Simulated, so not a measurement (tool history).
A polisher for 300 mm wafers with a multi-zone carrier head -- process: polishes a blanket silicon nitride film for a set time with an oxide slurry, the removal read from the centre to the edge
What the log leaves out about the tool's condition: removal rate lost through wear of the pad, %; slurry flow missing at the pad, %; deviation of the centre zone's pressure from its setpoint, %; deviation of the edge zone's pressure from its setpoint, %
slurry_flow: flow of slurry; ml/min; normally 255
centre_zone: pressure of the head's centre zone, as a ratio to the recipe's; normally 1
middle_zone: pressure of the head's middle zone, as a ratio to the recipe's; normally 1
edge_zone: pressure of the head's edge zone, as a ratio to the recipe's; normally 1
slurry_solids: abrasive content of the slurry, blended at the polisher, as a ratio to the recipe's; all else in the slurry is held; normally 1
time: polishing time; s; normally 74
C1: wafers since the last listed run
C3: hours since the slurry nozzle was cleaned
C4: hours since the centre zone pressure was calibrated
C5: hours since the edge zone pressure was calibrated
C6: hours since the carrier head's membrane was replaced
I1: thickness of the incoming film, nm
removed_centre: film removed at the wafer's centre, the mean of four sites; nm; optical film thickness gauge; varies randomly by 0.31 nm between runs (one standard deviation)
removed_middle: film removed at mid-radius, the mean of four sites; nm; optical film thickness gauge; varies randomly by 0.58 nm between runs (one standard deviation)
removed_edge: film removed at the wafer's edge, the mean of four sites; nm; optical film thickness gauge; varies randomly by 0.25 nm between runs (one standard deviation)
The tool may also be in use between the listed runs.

Run 1, day 0: usual settings; C1 0; wafers polished on this pad 499; C3 884.6; C4 51.7; C5 34.8; C6 73.1; I1 619.3. Result: removed_centre 37.4 nm, removed_middle 37.8 nm, removed_edge 38.5 nm.
Run 2, day 0.421: usual settings but edge_zone 0.96; C1 109; wafers polished on this pad 609; C3 894.7; C4 61.8; C5 44.9; C6 83.2; I1 621. Result: removed_centre 37.1 nm, removed_middle 37.9 nm, removed_edge 37.6 nm.
Run 3, day 0.971: usual settings but edge_zone 0.96; C1 143; wafers polished on this pad 753; C3 907.9; C4 75; C5 58.1; C6 96.4; I1 626.6. Result: removed_centre 37 nm, removed_middle 38 nm, removed_edge 37.5 nm.
At day 1.242: slurry nozzle cleaned.
Run 4, day 1.529: usual settings; C1 134; wafers polished on this pad 888; C3 6.9; C4 88.4; C5 71.5; C6 109.8; I1 614.8. Result: removed_centre 35.5 nm, removed_middle 36 nm, removed_edge 37.1 nm.
Run 5, day 2.012: usual settings but slurry_flow 190 ml/min, middle_zone 0.92, edge_zone 1.11, time 64 s; C1 126; wafers polished on this pad 1014; C3 18.5; C4 100; C5 83.1; C6 121.4; I1 618.6. Result: removed_centre 28.7 nm, removed_middle 27.2 nm, removed_edge 32.4 nm.
At day 2.371: worn pad replaced by a new one.
Run 6, day 2.417: usual settings but slurry_solids 1.1; C1 62; wafers polished on this pad 12; C3 28.2; C4 109.7; C5 92.8; C6 131.1; I1 617.2. Result: removed_centre 36.1 nm, removed_middle 37.4 nm, removed_edge 37.7 nm.
Run 7, day 2.667: usual settings but slurry_flow 330 ml/min, centre_zone 0.95, edge_zone 1.11, time 91 s; C1 65; wafers polished on this pad 77; C3 34.2; C4 115.7; C5 98.8; C6 137.1; I1 613.4. Result: removed_centre 43.3 nm, removed_middle 46.6 nm, removed_edge 48.9 nm.
Run 8, day 3.338: usual settings but centre_zone 1.1, middle_zone 0.89, edge_zone 0.89, time 86 s; C1 175; wafers polished on this pad 252; C3 50.3; C4 131.8; C5 114.9; C6 153.2; I1 621.8. Result: removed_centre 45.6 nm, removed_middle 37.2 nm, removed_edge 40.6 nm.
Run 9, day 3.642: usual settings but slurry_flow 180 ml/min, centre_zone 1.08, edge_zone 0.88; C1 79; wafers polished on this pad 331; C3 57.6; C4 139.1; C5 122.2; C6 160.5; I1 608.2. Result: removed_centre 34.7 nm, removed_middle 32.4 nm, removed_edge 32.6 nm.
Run 10, day 4.321: usual settings but slurry_flow 335 ml/min, slurry_solids 1.3; C1 177; wafers polished on this pad 509; C3 73.9; C4 155.4; C5 138.5; C6 176.8; I1 617.5. Result: removed_centre 38.8 nm, removed_middle 41.1 nm, removed_edge 40.4 nm.
Run 11, day 5.004: usual settings but slurry_flow 175 ml/min, edge_zone 0.91; C1 178; wafers polished on this pad 687; C3 90.3; C4 171.8; C5 154.9; C6 193.2; I1 630.8. Result: removed_centre 31.4 nm, removed_middle 33 nm, removed_edge 32.9 nm.
At day 5.358: slurry nozzle cleaned, repeated, since the last time left the tool worse.
Run 12, day 5.721: usual settings; C1 176; wafers polished on this pad 864; C3 8.7; C4 189; C5 172.1; C6 210.4; I1 615.1. Result: removed_centre 38.6 nm, removed_middle 38.7 nm, removed_edge 39.1 nm.
At day 6.454: worn pad replaced by a new one.
Run 13, day 6.475: usual settings; C1 153; wafers polished on this pad 5; C3 26.8; C4 207.1; C5 190.2; C6 228.5; I1 622.1. Result: removed_centre 38.4 nm, removed_middle 38.2 nm, removed_edge 39.2 nm.
Run 14, day 6.888: usual settings but middle_zone 0.89, time 84 s; C1 107; wafers polished on this pad 112; C3 36.7; C4 217; C5 200.1; C6 238.4; I1 621.3. Result: removed_centre 43.6 nm, removed_middle 39.6 nm, removed_edge 45 nm.
Run 15, day 7.317: usual settings but slurry_flow 295 ml/min, centre_zone 0.9; C1 112; wafers polished on this pad 224; C3 47; C4 227.3; C5 210.4; C6 248.7; I1 615.4. Result: removed_centre 35.2 nm, removed_middle 39.6 nm, removed_edge 40.1 nm.
Run 16, day 7.571: usual settings but middle_zone 0.9, time 83 s; C1 66; wafers polished on this pad 291; C3 53.1; C4 233.4; C5 216.5; C6 254.8; I1 619.6. Result: removed_centre 43.4 nm, removed_middle 39.9 nm, removed_edge 43.8 nm.
Run 17, day 7.925: usual settings but centre_zone 0.95, middle_zone 0.93; C1 92; wafers polished on this pad 383; C3 61.6; C4 241.9; C5 225; C6 263.3; I1 610.9. Result: removed_centre 36.7 nm, removed_middle 37 nm, removed_edge 39.6 nm.
Run 18, day 8.458: usual settings; C1 139; wafers polished on this pad 523; C3 74.4; C4 254.7; C5 237.8; C6 276.1; I1 622.7. Result: removed_centre 38.9 nm, removed_middle 38.7 nm, removed_edge 39.1 nm.
Run 19, day 8.717: usual settings but slurry_flow 285 ml/min, slurry_solids 0.8; C1 67; wafers polished on this pad 590; C3 80.6; C4 260.9; C5 244; C6 282.3; I1 616.2. Result: removed_centre 36.6 nm, removed_middle 38 nm, removed_edge 37.6 nm.
Run 20, day 9.225: usual settings but edge_zone 0.89; C1 132; wafers polished on this pad 723; C3 92.8; C4 273.1; C5 256.2; C6 294.5; I1 620.2. Result: removed_centre 38.7 nm, removed_middle 38.4 nm, removed_edge 37.1 nm.
Run 21, day 9.896: usual settings but slurry_flow 180 ml/min; C1 175; wafers polished on this pad 898; C3 108.9; C4 289.2; C5 272.3; C6 310.6; I1 628.1. Result: removed_centre 36.3 nm, removed_middle 37.7 nm, removed_edge 37.6 nm.
At day 10.271: worn pad replaced by a new one.
Run 22, day 10.367: usual settings but time 91 s; C1 79; wafers polished on this pad 25; C3 120.2; C4 300.5; C5 283.6; C6 321.9; I1 624.3. Result: removed_centre 47.6 nm, removed_middle 48.5 nm, removed_edge 47.7 nm.

Predict each of these 4 candidate next runs independently; none follows another, all start after run 22:
Run A, day 10.383: usual settings; C1 4; wafers polished on this pad 29; C3 120.6; C4 300.9; C5 284; C6 322.3; I1 624.5. Result: removed_centre ?, removed_middle ?, removed_edge ?.
Run B, day 10.383: usual settings but middle_zone 0.95; C1 4; wafers polished on this pad 29; C3 120.6; C4 300.9; C5 284; C6 322.3; I1 624.5. Result: removed_centre ?, removed_middle ?, removed_edge ?.
Run C, day 10.383: usual settings but centre_zone 0.91, middle_zone 0.89; C1 4; wafers polished on this pad 29; C3 120.6; C4 300.9; C5 284; C6 322.3; I1 624.5. Result: removed_centre ?, removed_middle ?, removed_edge ?.
Run D, day 10.383: usual settings but slurry_flow 335 ml/min, centre_zone 0.97, time 61 s; C1 4; wafers polished on this pad 29; C3 120.6; C4 300.9; C5 284; C6 322.3; I1 624.5. Result: removed_centre ?, removed_middle ?, removed_edge ?.

run  removed_centre  removed_middle  removed_edge
  A            38.7            38.5          39.4
  B            38.6              37          39.4
  C            35.1            35.2          39.4
  D            31.9            32.6          33.1
Stripped of hidden state, with their random variation kept, the same runs would have yielded:
run  removed_centre  removed_middle  removed_edge
  A            39.1            38.9          39.7
  B            39.1            37.3          39.7
  C            35.5            35.5          39.7
  D            32.1            32.9          33.3
